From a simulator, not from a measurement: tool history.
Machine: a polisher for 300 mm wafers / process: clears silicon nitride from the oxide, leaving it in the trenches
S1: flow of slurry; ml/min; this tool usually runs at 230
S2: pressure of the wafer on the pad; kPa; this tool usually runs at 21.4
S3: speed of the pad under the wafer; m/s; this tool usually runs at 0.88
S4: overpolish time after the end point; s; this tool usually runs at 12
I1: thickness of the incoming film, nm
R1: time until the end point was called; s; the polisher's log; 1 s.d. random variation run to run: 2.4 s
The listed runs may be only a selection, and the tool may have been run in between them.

run    day   S1    S2    S3  S4     I1     R1
  1      0  230  21.4  0.88  12  114.6  154.3
  2  0.454  230  21.4  0.88  12  115.6  154.7
     0.654  -- worn pad replaced by a new one
  3  0.729  170  21.4  0.88  12  116.2  155.9
  4  1.079  170  21.4  0.88  12    113  152.1
  5  1.604  170  21.4  0.88  12  115.6  159.3
  6  2.567  230  21.4  0.88  12  115.5  150.9
  7  3.196  230  21.4  0.88  12  114.9  152.8
  8  3.775  230  21.4  0.88  12  115.1  154.5
     5.275  -- worn pad replaced by a new one
  9  5.717  230  21.4  0.88  12  116.7  167.2
 10  6.238  230  21.4  0.88  12  116.7  167.4
 11  6.925  230  21.4  0.88  12  115.8  170.6
 12  7.292  230  21.4  0.88  12  115.7  170.1
      7.65  -- worn pad replaced by a new one, repeated, since the last time left the tool worse
 13  7.817  230  21.4  0.96   9  115.2  134.1
     8.129  -- slurry nozzle cleaned
 14  8.167  230  21.4  0.96   9  115.4  136.7
 15  8.825  200  24.8  0.88   7  113.7    129
 16  9.088  230  21.4  0.88  12  113.9  147.1
 17  9.462  290  24.1  0.88  15  114.1  128.5

For run 18, what comes out?
      9.629  -- head pressure recalibrated
 18  10.025  230  19.3  0.8  12  115.4   ?

Run 18 measured R1 181.8 s.
Without the tool's hidden state the same run would have given R1 172.8 s.
